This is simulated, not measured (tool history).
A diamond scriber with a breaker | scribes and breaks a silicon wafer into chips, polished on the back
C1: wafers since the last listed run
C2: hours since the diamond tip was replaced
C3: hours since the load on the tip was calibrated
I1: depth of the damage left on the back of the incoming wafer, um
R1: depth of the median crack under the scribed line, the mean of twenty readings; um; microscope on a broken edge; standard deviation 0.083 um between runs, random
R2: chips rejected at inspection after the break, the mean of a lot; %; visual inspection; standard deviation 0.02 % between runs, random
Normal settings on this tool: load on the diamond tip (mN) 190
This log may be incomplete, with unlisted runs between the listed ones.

run 1 hour=0 | load_on_the_diamond_tip_(mN)=190 | C1=0 C2=802.5 C3=1001.7 | I1=0.03 | R1=7.34 R2=1.53
run 2 hour=37.4 | load_on_the_diamond_tip_(mN)=158 | C1=108 C2=839.9 C3=1039.1 | I1=0.02 | R1=6.51 R2=7.41
run 3 hour=90.9 | load_on_the_diamond_tip_(mN)=158 | C1=154 C2=893.4 C3=1092.6 | I1=0.03 | R1=6.55 R2=7.62
run 4 hour=156.8 | load_on_the_diamond_tip_(mN)=190 | C1=190 C2=959.3 C3=1158.5 | I1=0.03 | R1=7.27 R2=2.1
run 5 hour=194.6 | load_on_the_diamond_tip_(mN)=190 | C1=109 C2=997.1 C3=1196.3 | I1=0.04 | R1=7.31 R2=2.15
run 6 hour=264.7 | load_on_the_diamond_tip_(mN)=210 | C1=202 C2=1067.2 C3=1266.4 | I1=0.01 | R1=7.72 R2=0.82
-- hour=291.3 diamond tip replaced by a new one
run 7 hour=351.6 | load_on_the_diamond_tip_(mN)=210 | C1=245 C2=60.3 C3=1353.3 | I1=0.02 | R1=8.52 R2=1.01
run 8 hour=398.5 | load_on_the_diamond_tip_(mN)=190 | C1=135 C2=107.2 C3=1400.2 | I1=0.05 | R1=8 R2=0.64
-- hour=465.2 load on the tip recalibrated
run 9 hour=473.4 | load_on_the_diamond_tip_(mN)=159 | C1=210 C2=182.1 C3=8.2 | I1=0.02 | R1=7 R2=3.78
run 10 hour=581.2 | load_on_the_diamond_tip_(mN)=222 | C1=311 C2=289.9 C3=116 | I1=0.01 | R1=8.67 R2=1.31
run 11 hour=663.5 | load_on_the_diamond_tip_(mN)=190 | C1=237 C2=372.2 C3=198.3 | I1=0.03 | R1=7.71 R2=0.89
run 12 hour=702.4 | load_on_the_diamond_tip_(mN)=159 | C1=112 C2=411.1 C3=237.2 | I1=0.03 | R1=6.64 R2=4.63
run 13 hour=775.4 | load_on_the_diamond_tip_(mN)=217 | C1=211 C2=484.1 C3=310.2 | I1=0.05 | R1=8.41 R2=0.72
run 14 hour=863.8 | load_on_the_diamond_tip_(mN)=155 | C1=255 C2=572.5 C3=398.6 | I1=0.04 | R1=6.65 R2=6.5
run 15 hour=964.1 | load_on_the_diamond_tip_(mN)=166 | C1=289 C2=672.8 C3=498.9 | I1=0.03 | R1=6.83 R2=4.64

Branching from run 15: 5 alternative next runs. What would each branch give?
run A hour=964.7 | load_on_the_diamond_tip_(mN)=190 | C1=1 C2=673.4 C3=499.5 | I1=0.03 | R1=? R2=?
run B hour=964.7 | load_on_the_diamond_tip_(mN)=221 | C1=1 C2=673.4 C3=499.5 | I1=0.03 | R1=? R2=?
run C hour=964.7 | load_on_the_diamond_tip_(mN)=156 | C1=1 C2=673.4 C3=499.5 | I1=0.03 | R1=? R2=?
run D hour=964.7 | load_on_the_diamond_tip_(mN)=167 | C1=1 C2=673.4 C3=499.5 | I1=0.03 | R1=? R2=?
run E hour=964.7 | load_on_the_diamond_tip_(mN)=142 | C1=1 C2=673.4 C3=499.5 | I1=0.03 | R1=? R2=?

run=A R1=7.54 R2=1.25
run=B R1=8.38 R2=0.64
run=C R1=6.55 R2=6.37
run=D R1=6.88 R2=4.07
run=E R1=6.13 R2=10.37
With no hidden state in the tool, these same runs would have given:
run=A R1=8.13 R2=0.51
run=B R1=9.04 R2=1.97
run=C R1=7.07 R2=3.04
run=D R1=7.42 R2=1.6
run=E R1=6.61 R2=5.96
